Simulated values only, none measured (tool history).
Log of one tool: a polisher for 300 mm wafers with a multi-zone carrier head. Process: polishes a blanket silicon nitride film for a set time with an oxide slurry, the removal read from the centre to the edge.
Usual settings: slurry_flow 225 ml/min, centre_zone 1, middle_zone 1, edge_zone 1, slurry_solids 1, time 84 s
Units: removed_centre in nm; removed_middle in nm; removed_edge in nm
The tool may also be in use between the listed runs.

run	day	slurry_flow	centre_zone	middle_zone	edge_zone	slurry_solids	time	wafers since the last listed run	wafers polished on this pad	hours since the slurry nozzle was cleaned	hours since the centre zone pressure was calibrated	hours since the edge zone pressure was calibrated	hours since the carrier head's membrane was replaced	incoming thickness of the incoming film, nm	removed_centre	removed_middle	removed_edge
1	0	225	1	1	1	1	84	0	2316	488.1	83.9	75.2	1674.9	387.8	29.3	27.8	28.3
# day 0.167: slurry nozzle cleaned
# day 1.921: worn pad replaced by a new one
2	1.942	225	0.94	1	1	1	84	282	3	42.6	130.5	121.8	1721.5	382.4	30.4	31.4	30.7
3	3.417	225	0.94	1	1	1	84	240	243	78	165.9	157.2	1756.9	379.3	30.4	31.1	30.8
4	4.771	255	1.12	1	1	1	84	220	464	110.5	198.4	189.7	1789.4	378.9	37.4	30.6	31.1
5	6.571	225	1	1	1	1	99	293	757	153.7	241.6	232.9	1832.6	377	38.8	35.9	35.8
6	8.233	225	1	1	1	1	84	270	1028	193.6	281.5	272.8	1872.5	374.7	31.6	30.4	30.2
7	10.742	225	1	1	1	1	84	408	1437	253.8	341.7	333	1932.7	378.3	31.8	29.9	30.7
8	11.912	270	1.09	1	1	1	69	190	1628	281.9	369.8	361.1	1960.8	379.6	29.1	25	25.4
9	14.029	225	1	1	1	1	103	344	1973	332.7	420.6	411.9	2011.6	380.9	38.4	35.3	35.5
10	15.3	250	1	1	1	1	84	207	2180	363.2	451.1	442.4	2042.1	381.1	31.7	28.9	29
# day 16.217: worn pad replaced by a new one
11	17.942	225	1	1.1	1	1.2	84	403	281	426.6	514.5	505.8	2105.5	374.9	37.2	37.1	34
12	20.888	300	0.96	1	1	1	84	479	761	497.3	585.2	576.5	2176.2	372.7	32.8	31.7	31.8
# day 21.825: carrier head's membrane replaced by a new one
13	23.121	225	1	1	1	1	84	329	1091	550.9	638.8	630.1	31.1	373.5	32.8	29.9	30.2
# day 24.125: slurry nozzle cleaned
14	24.412	225	1	1	1	1	84	203	1294	6.9	669.8	661.1	62.1	383.3	32.5	29.5	29.9
15	26.896	225	1	1	1	1	84	404	1699	66.5	729.4	720.7	121.7	379.5	32.6	28.8	29.3
16	28.058	225	0.91	0.9	1	1	84	189	1888	94.4	757.3	748.6	149.6	378.4	29.1	26.6	29
# day 29.088: centre zone pressure recalibrated
17	30.9	185	1	1.08	1	1.1	84	449	2338	162.6	43.5	816.8	217.8	378.1	29	30.8	28.2
18	32.596	225	1	1	1	1	84	276	2614	203.3	84.2	857.5	258.5	381.8	28.1	26.9	26.8
# day 32.867: worn pad replaced by a new one
19	33.8	165	1	1	1.12	1.15	84	169	152	232.2	113.1	886.4	287.4	374.4	31.8	31.9	34.3
20	35.738	225	1	1	1.09	1	84	315	467	278.7	159.6	932.9	333.9	386.7	31.3	30.5	32.4
# day 41.588: edge zone pressure recalibrated
21	41.638	225	1	1	1	1	72	947	1415	420.3	301.2	1.2	475.5	380.3	27.4	25.5	25.6
22	42.762	205	1	0.88	0.95	1	59	183	1599	447.3	328.2	28.2	502.5	384.1	20.9	18.5	20.1

Forecast each of these 4 alternatives for the next run:
A	42.783	225	1	1	1	1	84	3	1602	447.8	328.7	28.7	503	381.2	?	?	?
B	42.783	145	1	0.96	1	1	105	3	1602	447.8	328.7	28.7	503	381.2	?	?	?
C	42.783	180	1	1	1.07	1	67	3	1602	447.8	328.7	28.7	503	381.2	?	?	?
D	42.783	225	1	1.11	1	1	84	3	1602	447.8	328.7	28.7	503	381.2	?	?	?

run	removed_centre	removed_middle	removed_edge
A	31.3	29.5	30.1
B	35.7	32.8	35.5
C	24	22.7	24.2
D	31.4	32.2	30.1
Without the tool's hidden state the same runs would have given:
run	removed_centre	removed_middle	removed_edge
A	31.8	30.9	31.6
B	36.2	34.4	37.2
C	24.3	23.8	25.3
D	31.8	33.8	31.5

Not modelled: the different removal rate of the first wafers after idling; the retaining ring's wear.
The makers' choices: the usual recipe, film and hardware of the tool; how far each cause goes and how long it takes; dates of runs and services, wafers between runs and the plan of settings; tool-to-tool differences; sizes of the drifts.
